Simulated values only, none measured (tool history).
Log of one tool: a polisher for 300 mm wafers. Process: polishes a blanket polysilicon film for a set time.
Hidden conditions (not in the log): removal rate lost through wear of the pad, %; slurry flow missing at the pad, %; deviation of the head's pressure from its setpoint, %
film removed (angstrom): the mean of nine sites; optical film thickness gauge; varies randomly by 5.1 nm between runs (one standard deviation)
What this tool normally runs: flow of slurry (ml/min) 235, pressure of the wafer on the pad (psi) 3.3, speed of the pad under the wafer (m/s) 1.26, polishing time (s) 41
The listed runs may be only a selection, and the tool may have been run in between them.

run     day  flow of slurry (ml/min)  pressure of the wafer on the pad (psi)  speed of the pad under the wafer (m/s)  polishing time (s)  wafers since the last listed run  wafers polished on this pad  hours since the slurry nozzle was cleaned  hours since the head pressure was calibrated  incoming thickness of the incoming film, nm  film removed (angstrom)
  1   0.000                      235                                     3.3                                    1.26                  41                                 0                         1067                                      156.6                                         986.1                                       1632.1                     4221
      0.817  -- worn pad replaced by a new one
  2   0.838                      235                                     3.3                                    1.26                  41                               156                            4                                      176.7                                        1006.2                                       1673.8                     4412
  3   1.792                      235                                     3.3                                    1.26                  41                               221                          226                                      199.6                                        1029.1                                       1658.1                     4242
  4   2.825                      235                                     3.3                                    1.26                  41                               240                          467                                      224.4                                        1053.9                                       1648.5                     4173
  5   4.146                      235                                     3.3                                    1.26                  41                               307                          774                                      256.1                                        1085.6                                       1665.1                     4202
      5.012  -- worn pad replaced by a new one
  6   5.392                      235                                     3.3                                    1.26                  41                               251                           88                                      286.0                                        1115.5                                       1697.6                     3950
  7   5.992                      235                                     3.3                                    1.26                  41                               139                          228                                      300.4                                        1129.9                                       1680.6                     3849
  8   7.179                      235                                     3.3                                    1.26                  41                               276                          504                                      328.9                                        1158.4                                       1652.5                     3775
  9   8.025                      235                                     3.3                                    1.26                  41                               196                          701                                      349.2                                        1178.7                                       1659.0                     3709
      8.771  -- slurry nozzle cleaned
 10   9.417                      235                                     3.3                                    1.26                  41                               314                         1015                                       15.5                                        1212.1                                       1662.3                     3734
      9.796  -- worn pad replaced by a new one, repeated, since the last time left the tool worse
 11  10.871                      235                                     3.3                                    1.26                  41                               299                          249                                       50.4                                        1247.0                                       1635.2                     4309
 12  11.925                      235                                     3.3                                    1.26                  41                               245                          494                                       75.7                                        1272.3                                       1638.4                     4203
 13  12.904                      235                                     3.3                                    1.26                  41                               227                          722                                       99.2                                        1295.8                                       1633.2                     4180
 14  13.912                      235                                     3.3                                    1.26                  41                               234                          957                                      123.4                                        1320.0                                       1681.9                     4085
 15  14.754                      235                                     3.3                                    1.44                  53                               195                         1153                                      143.6                                        1340.2                                       1646.4                     6090
     15.371  -- worn pad replaced by a new one
 16  15.646                      235                                     3.3                                    1.10                  41                               168                           64                                      165.0                                        1361.6                                       1657.6                     3749
 17  16.833                      235                                     3.3                                    1.26                  41                               276                          340                                      193.5                                        1390.1                                       1674.2                     4218
 18  17.433                      235                                     3.3                                    1.26                  41                               139                          480                                      207.9                                        1404.5                                       1657.4                     4126
 19  17.975                      160                                     3.3                                    1.64                  41                               126                          606                                      220.9                                        1417.5                                       1645.4                     5213
 20  19.283                      210                                     3.3                                    1.26                  41                               304                          910                                      252.3                                        1448.9                                       1648.2                     4081
     19.521  -- head pressure recalibrated
 21  20.017                      210                                     3.3                                    1.26                  53                               151                         1061                                      269.9                                          11.9                                       1648.7                     5224
     20.254  -- worn pad replaced by a new one
 22  20.817                      235                                     3.3                                    1.50                  41                               147                          131                                      289.1                                          31.1                                       1658.7                     5118
 23  21.517                      200                                     2.7                                    1.26                  41                               162                          294                                      305.9                                          47.9                                       1659.6                     3420
 24  22.262                      235                                     3.3                                    1.26                  41                               173                          467                                      323.8                                          65.8                                       1628.5                     4118
 25  23.221                      165                                     2.4                                    1.08                  31                               222                          690                                      346.8                                          88.8                                       1666.7                     1901
     23.838  -- slurry nozzle cleaned
 26  24.488                      235                                     3.3                                    1.26                  41                               284                          975                                       15.6                                         119.2                                       1652.4                     4052

Branching from run 26: 4 alternative next runs. What would each branch give?
  A  24.504                      235                                     4.0                                    1.26                  41                                 3                          979                                       16.0                                         119.6                                       1653.5                        ?
  B  24.504                      305                                     3.3                                    1.60                  32                                 3                          979                                       16.0                                         119.6                                       1653.5                        ?
  C  24.504                      265                                     4.1                                    1.60                  55                                 3                          979                                       16.0                                         119.6                                       1653.5                        ?
  D  24.504                      170                                     3.3                                    0.94                  41                                 3                          979                                       16.0                                         119.6                                       1653.5                        ?

run  film removed (angstrom)
  A                     4954
  B                     4147
  C                     8749
  D                     2942
What these runs would have given with no unlogged condition in the tool:
run  film removed (angstrom)
  A                     5273
  B                     4414
  C                     9312
  D                     3131
